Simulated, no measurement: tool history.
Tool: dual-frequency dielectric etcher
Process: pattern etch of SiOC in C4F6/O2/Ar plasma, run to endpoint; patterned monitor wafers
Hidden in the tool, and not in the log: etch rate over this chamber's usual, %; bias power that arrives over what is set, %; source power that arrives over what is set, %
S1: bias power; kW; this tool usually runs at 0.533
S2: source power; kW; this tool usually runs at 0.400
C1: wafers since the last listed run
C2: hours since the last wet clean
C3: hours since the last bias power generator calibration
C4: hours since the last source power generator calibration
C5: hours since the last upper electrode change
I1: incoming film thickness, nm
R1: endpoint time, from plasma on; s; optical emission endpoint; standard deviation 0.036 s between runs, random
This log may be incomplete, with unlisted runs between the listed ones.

run	day	S1	S2	C1	C2	C3	C4	C5	I1	R1
1	0.000	0.533	0.400	0	327.5	938.8	4436.1	3918.3	42.64	11.9
2	2.296	0.533	0.400	979	382.6	993.9	4491.2	3973.4	42.64	11.9
3	3.338	0.533	0.430	444	407.6	1018.9	4516.2	3998.4	42.44	11.6
4	5.083	0.533	0.400	744	449.5	1060.8	4558.1	4040.3	42.44	12.0
5	7.467	0.533	0.400	1016	506.7	1118.0	4615.3	4097.5	42.44	12.0
6	9.021	0.438	0.400	663	544.0	1155.3	4652.6	4134.8	42.48	12.7
7	10.196	0.438	0.400	501	572.2	1183.5	4680.8	4163.0	42.64	12.7
# day 12.558: wet clean of the chamber
8	13.075	0.533	0.400	801	12.4	1252.6	4749.9	4232.1	42.91	11.9
9	15.233	0.533	0.400	920	64.2	1304.4	4801.7	4283.9	43.29	12.0
10	16.808	0.533	0.400	671	102.0	1342.2	4839.5	4321.7	43.29	12.0
# day 17.771: bias power generator calibrated
11	18.654	0.533	0.400	716	146.3	21.2	4883.8	4366.0	42.61	12.0
12	20.542	0.533	0.400	805	191.6	66.5	4929.1	4411.3	42.86	12.1
13	22.038	0.533	0.400	638	227.5	102.4	4965.0	4447.2	42.96	12.2
14	23.621	0.533	0.400	675	265.5	140.4	5003.0	4485.2	42.55	12.0
# day 25.438: source power generator calibrated
15	25.942	0.533	0.400	919	321.2	196.1	12.1	4540.9	43.01	12.1
# day 28.838: upper electrode replaced
16	28.858	0.533	0.400	817	391.2	266.1	82.1	0.5	42.81	12.1
17	29.783	0.616	0.450	394	413.4	288.3	104.3	22.7	42.65	11.1
18	32.421	0.533	0.400	1125	476.7	351.6	167.6	86.0	43.03	12.3
19	33.504	0.486	0.450	462	502.7	377.6	193.6	112.0	42.32	11.7
20	35.538	0.648	0.300	867	551.5	426.4	242.4	160.8	42.82	13.4
21	37.554	0.571	0.370	860	599.9	474.8	290.8	209.2	42.80	12.5
22	39.012	0.533	0.310	622	634.9	509.8	325.8	244.2	42.82	13.9
23	40.554	0.629	0.400	657	671.9	546.8	362.8	281.2	43.04	11.8
# day 41.675: wet clean of the chamber
24	42.371	0.533	0.400	348	16.7	590.4	406.4	324.8	42.94	11.8
25	44.996	0.533	0.310	1119	79.7	653.4	469.4	387.8	42.98	13.4
26	47.208	0.437	0.330	943	132.8	706.5	522.5	440.9	42.75	13.6
27	49.658	0.575	0.300	1045	191.6	765.3	581.3	499.7	43.12	13.5
28	50.692	0.533	0.400	440	216.4	790.1	606.1	524.5	42.75	11.8
29	52.579	0.589	0.400	805	261.7	835.4	651.4	569.8	42.61	11.5
30	55.433	0.418	0.400	1217	330.2	903.9	719.9	638.3	42.41	12.6

Consider 3 possible next runs. They are alternatives, not a sequence: every one starts from the tool as it was left by run 30. What does each give?
A	55.450	0.479	0.400	7	330.6	904.3	720.3	638.7	42.38	?
B	55.450	0.533	0.350	7	330.6	904.3	720.3	638.7	42.38	?
C	55.450	0.470	0.340	7	330.6	904.3	720.3	638.7	42.38	?

run	R1
A	12.2
B	12.6
C	13.2
With no hidden state in the tool, these same runs would have given:
run	R1
A	12.1
B	12.5
C	13.2

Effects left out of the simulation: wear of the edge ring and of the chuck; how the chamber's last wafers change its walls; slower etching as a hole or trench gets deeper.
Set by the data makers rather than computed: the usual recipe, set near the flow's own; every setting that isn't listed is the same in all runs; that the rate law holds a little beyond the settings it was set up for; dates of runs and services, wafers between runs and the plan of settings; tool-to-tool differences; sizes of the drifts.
